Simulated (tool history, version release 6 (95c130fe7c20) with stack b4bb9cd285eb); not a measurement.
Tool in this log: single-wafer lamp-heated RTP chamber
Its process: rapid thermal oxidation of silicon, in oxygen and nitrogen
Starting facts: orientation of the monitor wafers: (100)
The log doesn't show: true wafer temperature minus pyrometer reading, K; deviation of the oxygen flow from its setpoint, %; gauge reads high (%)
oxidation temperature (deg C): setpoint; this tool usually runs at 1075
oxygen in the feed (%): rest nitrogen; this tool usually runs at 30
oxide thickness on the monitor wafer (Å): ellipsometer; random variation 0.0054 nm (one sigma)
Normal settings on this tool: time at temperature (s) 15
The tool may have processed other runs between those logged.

| run | hour | oxidation temperature (deg C) | time at temperature (s) | oxygen in the feed (%) | wafers since the last listed run | wafers since the last pyrometer calibration | hours since the oxygen flow controller was replaced | hours since the gauge calibration | read-back reference wafer on the same gauge, thickness | oxide thickness on the monitor wafer (Å) |
|---|---|---|---|---|---|---|---|---|---|---|
| 1 | 0.0 | 1075 | 13 | 30 | 0 | 4737 | 2604.0 | 170.1 | 3.000 | 35.24 |
|  | 9.3 | gauge calibrated |
| 2 | 10.7 | 1075 | 13 | 30 | 94 | 4831 | 2614.7 | 1.4 | 3.001 | 35.24 |
| 3 | 25.3 | 1086 | 15 | 30 | 128 | 4959 | 2629.3 | 16.0 | 3.001 | 39.58 |
| 4 | 36.6 | 1086 | 15 | 30 | 99 | 5059 | 2640.6 | 27.3 | 2.999 | 39.60 |
| 5 | 52.3 | 1086 | 15 | 30 | 138 | 5197 | 2656.3 | 43.0 | 2.999 | 39.59 |
| 6 | 69.6 | 1061 | 15 | 30 | 152 | 5349 | 2673.6 | 60.3 | 3.000 | 34.22 |
| 7 | 82.7 | 1075 | 15 | 45 | 115 | 5464 | 2686.7 | 73.4 | 3.001 | 42.47 |
| 8 | 89.1 | 1075 | 15 | 45 | 56 | 5520 | 2693.1 | 79.8 | 3.000 | 42.39 |
| 9 | 101.8 | 1075 | 15 | 30 | 111 | 5632 | 2705.8 | 92.5 | 3.001 | 37.28 |
| 10 | 112.3 | 1075 | 15 | 30 | 92 | 5724 | 2716.3 | 103.0 | 2.999 | 37.30 |
| 11 | 123.7 | 1058 | 15 | 17 | 100 | 5825 | 2727.7 | 114.4 | 3.000 | 29.13 |
| 12 | 134.5 | 1065 | 17 | 55 | 94 | 5920 | 2738.5 | 125.2 | 3.001 | 44.83 |
| 13 | 151.9 | 1061 | 19 | 53 | 153 | 6073 | 2755.9 | 142.6 | 3.000 | 45.15 |

Run 14 comes next. What will it give?
| 14 | 159.3 | 1075 | 8 | 30 | 65 | 6138 | 2763.3 | 150.0 | ? | ? |

read-back reference wafer on the same gauge, thickness: 3.001
oxide thickness on the monitor wafer (Å): 30.40
If the tool had no hidden condition, the same run with the same run-to-run variation would have returned oxide thickness on the monitor wafer (Å) 29.59.
